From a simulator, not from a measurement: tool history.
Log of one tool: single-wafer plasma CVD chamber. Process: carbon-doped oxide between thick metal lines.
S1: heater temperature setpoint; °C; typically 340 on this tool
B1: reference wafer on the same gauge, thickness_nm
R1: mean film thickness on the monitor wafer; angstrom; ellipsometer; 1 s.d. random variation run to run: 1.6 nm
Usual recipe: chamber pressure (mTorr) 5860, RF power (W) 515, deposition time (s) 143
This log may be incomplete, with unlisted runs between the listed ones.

run 1 hour=0 | S1=340 chamber_pressure_(mTorr)=5860 RF_power_(W)=515 deposition_time_(s)=143 | B1=751.463 | R1=6708.94
run 2 hour=13.2 | S1=340 chamber_pressure_(mTorr)=5860 RF_power_(W)=515 deposition_time_(s)=143 | B1=751.643 | R1=6713.08
run 3 hour=28 | S1=346 chamber_pressure_(mTorr)=5860 RF_power_(W)=515 deposition_time_(s)=143 | B1=752.022 | R1=6639.83
run 4 hour=37.9 | S1=346 chamber_pressure_(mTorr)=5860 RF_power_(W)=515 deposition_time_(s)=143 | B1=750.621 | R1=6636.12
run 5 hour=53.4 | S1=340 chamber_pressure_(mTorr)=6540 RF_power_(W)=515 deposition_time_(s)=143 | B1=749.933 | R1=6799.01
run 6 hour=70.8 | S1=340 chamber_pressure_(mTorr)=5860 RF_power_(W)=515 deposition_time_(s)=151 | B1=750.835 | R1=7073.81
run 7 hour=83.3 | S1=340 chamber_pressure_(mTorr)=5860 RF_power_(W)=515 deposition_time_(s)=151 | B1=750.923 | R1=7068.86
-- hour=95.2 capacitance manometer re-zeroed and calibrated
run 8 hour=115 | S1=340 chamber_pressure_(mTorr)=5860 RF_power_(W)=515 deposition_time_(s)=143 | B1=750.735 | R1=6719.15
-- hour=128.9 showerhead replaced, of another model than before
run 9 hour=130.1 | S1=340 chamber_pressure_(mTorr)=5860 RF_power_(W)=515 deposition_time_(s)=143 | B1=750.867 | R1=6861.67
run 10 hour=139.3 | S1=340 chamber_pressure_(mTorr)=5860 RF_power_(W)=515 deposition_time_(s)=143 | B1=751.395 | R1=6856.96
run 11 hour=188.5 | S1=332 chamber_pressure_(mTorr)=7160 RF_power_(W)=430 deposition_time_(s)=119 | B1=751.365 | R1=5508.46
run 12 hour=205.7 | S1=340 chamber_pressure_(mTorr)=5860 RF_power_(W)=515 deposition_time_(s)=143 | B1=751.604 | R1=6833.38
run 13 hour=222.5 | S1=340 chamber_pressure_(mTorr)=5860 RF_power_(W)=515 deposition_time_(s)=143 | B1=750.216 | R1=6848.2
-- hour=234.6 thermocouple changed; heater temperature recalibrated
run 14 hour=235.1 | S1=340 chamber_pressure_(mTorr)=5860 RF_power_(W)=515 deposition_time_(s)=143 | B1=751.219 | R1=6846.82
-- hour=239.6 gauge calibrated
run 15 hour=242.6 | S1=325 chamber_pressure_(mTorr)=5860 RF_power_(W)=515 deposition_time_(s)=122 | B1=750.532 | R1=6093.45
run 16 hour=260 | S1=331 chamber_pressure_(mTorr)=5860 RF_power_(W)=515 deposition_time_(s)=152 | B1=750.659 | R1=7435.56
run 17 hour=277.2 | S1=332 chamber_pressure_(mTorr)=5860 RF_power_(W)=515 deposition_time_(s)=169 | B1=751.459 | R1=8245.66
run 18 hour=289.9 | S1=351 chamber_pressure_(mTorr)=5340 RF_power_(W)=480 deposition_time_(s)=143 | B1=751.363 | R1=6497.09
-- hour=301.1 RF generator calibrated
run 19 hour=301.6 | S1=340 chamber_pressure_(mTorr)=5860 RF_power_(W)=515 deposition_time_(s)=143 | B1=750.96 | R1=7084.29
run 20 hour=315.4 | S1=340 chamber_pressure_(mTorr)=5860 RF_power_(W)=515 deposition_time_(s)=143 | B1=750.667 | R1=7082.31
run 21 hour=321.7 | S1=326 chamber_pressure_(mTorr)=5860 RF_power_(W)=515 deposition_time_(s)=143 | B1=750.703 | R1=7345.17
run 22 hour=339.3 | S1=350 chamber_pressure_(mTorr)=5860 RF_power_(W)=515 deposition_time_(s)=143 | B1=750.83 | R1=6898.62
run 23 hour=356.6 | S1=353 chamber_pressure_(mTorr)=4550 RF_power_(W)=515 deposition_time_(s)=134 | B1=751.265 | R1=6334.85
run 24 hour=363.4 | S1=348 chamber_pressure_(mTorr)=4520 RF_power_(W)=545 deposition_time_(s)=143 | B1=751.336 | R1=6970.72
run 25 hour=376.2 | S1=351 chamber_pressure_(mTorr)=5860 RF_power_(W)=550 deposition_time_(s)=143 | B1=751.439 | R1=7053.17
run 26 hour=392.5 | S1=354 chamber_pressure_(mTorr)=6900 RF_power_(W)=460 deposition_time_(s)=164 | B1=751.249 | R1=7592.6
run 27 hour=436.3 | S1=340 chamber_pressure_(mTorr)=5860 RF_power_(W)=515 deposition_time_(s)=143 | B1=751.116 | R1=7033.22
run 28 hour=447.4 | S1=347 chamber_pressure_(mTorr)=5860 RF_power_(W)=515 deposition_time_(s)=121 | B1=750.216 | R1=5857.08
run 29 hour=456.6 | S1=340 chamber_pressure_(mTorr)=4580 RF_power_(W)=415 deposition_time_(s)=143 | B1=750.891 | R1=6382.1

Below are 3 alternative next runs, each starting from the tool's condition after run 29. Predict each:
run A hour=457 | S1=340 chamber_pressure_(mTorr)=5860 RF_power_(W)=515 deposition_time_(s)=143 | B1=? | R1=?
run B hour=457 | S1=340 chamber_pressure_(mTorr)=7010 RF_power_(W)=460 deposition_time_(s)=166 | B1=? | R1=?
run C hour=457 | S1=336 chamber_pressure_(mTorr)=5860 RF_power_(W)=455 deposition_time_(s)=143 | B1=? | R1=?

run=A B1=750.542 R1=7025.29
run=B B1=750.542 R1=7903.56
run=C B1=750.542 R1=6780.53
Without the tool's unlogged condition, the same runs would have read:
run=A R1=7073.87
run=B R1=7959.42
run=C R1=6828.44
